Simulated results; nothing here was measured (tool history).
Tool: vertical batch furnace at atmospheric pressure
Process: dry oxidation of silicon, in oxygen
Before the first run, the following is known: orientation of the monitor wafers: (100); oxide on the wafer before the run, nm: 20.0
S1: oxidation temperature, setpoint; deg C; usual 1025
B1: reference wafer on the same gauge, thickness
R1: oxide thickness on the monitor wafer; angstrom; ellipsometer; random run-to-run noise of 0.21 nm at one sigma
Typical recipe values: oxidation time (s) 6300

Run 1, day 0.000: usual settings but S1 1018 deg C; B1 72.47. Result: R1 846.9 angstrom.
Run 2, day 0.771: usual settings but S1 1018 deg C; B1 72.51. Result: R1 848.0 angstrom.
Run 3, day 1.458: usual settings but S1 1018 deg C; B1 72.50. Result: R1 846.3 angstrom.
Run 4, day 2.954: usual settings; B1 72.51. Result: R1 897.8 angstrom.
Run 5, day 3.888: usual settings; B1 72.53. Result: R1 898.6 angstrom.
Run 6, day 5.112: usual settings; B1 72.57. Result: R1 899.4 angstrom.
Run 7, day 6.192: usual settings; B1 72.42. Result: R1 899.6 angstrom.
Run 8, day 6.746: usual settings but S1 1019 deg C, oxidation time (s) 8640; B1 72.51. Result: R1 1043.9 angstrom.
Run 9, day 7.921: usual settings but S1 1019 deg C, oxidation time (s) 8640; B1 72.48. Result: R1 1038.1 angstrom.
Run 10, day 8.679: usual settings but S1 1019 deg C, oxidation time (s) 8640; B1 72.38. Result: R1 1042.9 angstrom.
Run 11, day 9.396: usual settings; B1 72.47. Result: R1 897.4 angstrom.
Run 12, day 9.954: usual settings; B1 72.56. Result: R1 899.4 angstrom.
Run 13, day 10.675: usual settings; B1 72.43. Result: R1 897.4 angstrom.
Run 14, day 11.575: usual settings; B1 72.51. Result: R1 896.6 angstrom.
At day 13.033: thermocouples replaced and temperature profile calibrated.
Run 15, day 13.054: usual settings but S1 1036 deg C, oxidation time (s) 4230; B1 72.52. Result: R1 770.9 angstrom.
Run 16, day 15.425: usual settings; B1 72.54. Result: R1 896.0 angstrom.
Run 17, day 16.175: usual settings but S1 1009 deg C, oxidation time (s) 4140; B1 72.52. Result: R1 609.7 angstrom.
Run 18, day 16.758: usual settings but S1 1046 deg C, oxidation time (s) 9390; B1 72.53. Result: R1 1350.5 angstrom.
Run 19, day 17.292: usual settings but S1 1036 deg C, oxidation time (s) 9300; B1 72.41. Result: R1 1247.9 angstrom.
Run 20, day 18.317: usual settings; B1 72.51. Result: R1 897.9 angstrom.
At day 19.729: boat lift adjusted.
Run 21, day 19.750: usual settings but S1 1002 deg C, oxidation time (s) 7140; B1 72.49. Result: R1 798.0 angstrom.
Run 22, day 20.388: usual settings but S1 1016 deg C, oxidation time (s) 5400; B1 72.42. Result: R1 760.2 angstrom.
Run 23, day 21.421: usual settings but oxidation time (s) 3930; B1 72.54. Result: R1 674.2 angstrom.
Run 24, day 22.062: usual settings but S1 1017 deg C; B1 72.49. Result: R1 841.3 angstrom.
Run 25, day 22.896: usual settings; B1 72.50. Result: R1 896.1 angstrom.
At day 23.667: gauge calibrated.
Run 26, day 24.354: usual settings but oxidation time (s) 5100; B1 72.53. Result: R1 784.6 angstrom.
Run 27, day 25.467: usual settings but S1 1038 deg C; B1 72.47. Result: R1 994.7 angstrom.
Run 28, day 26.267: usual settings but S1 1007 deg C; B1 72.51. Result: R1 772.1 angstrom.
Run 29, day 27.071: usual settings but S1 1034 deg C, oxidation time (s) 9090; B1 72.52. Result: R1 1214.9 angstrom.

What will run 30 give?
Run 30, day 27.779: usual settings but S1 1037 deg C, oxidation time (s) 3330; B1 ?. Result: R1 ?.

B1: 72.57
R1: 678.1 angstrom
The same run, on a tool lacking any hidden state, would have yielded R1 678.1 angstrom.

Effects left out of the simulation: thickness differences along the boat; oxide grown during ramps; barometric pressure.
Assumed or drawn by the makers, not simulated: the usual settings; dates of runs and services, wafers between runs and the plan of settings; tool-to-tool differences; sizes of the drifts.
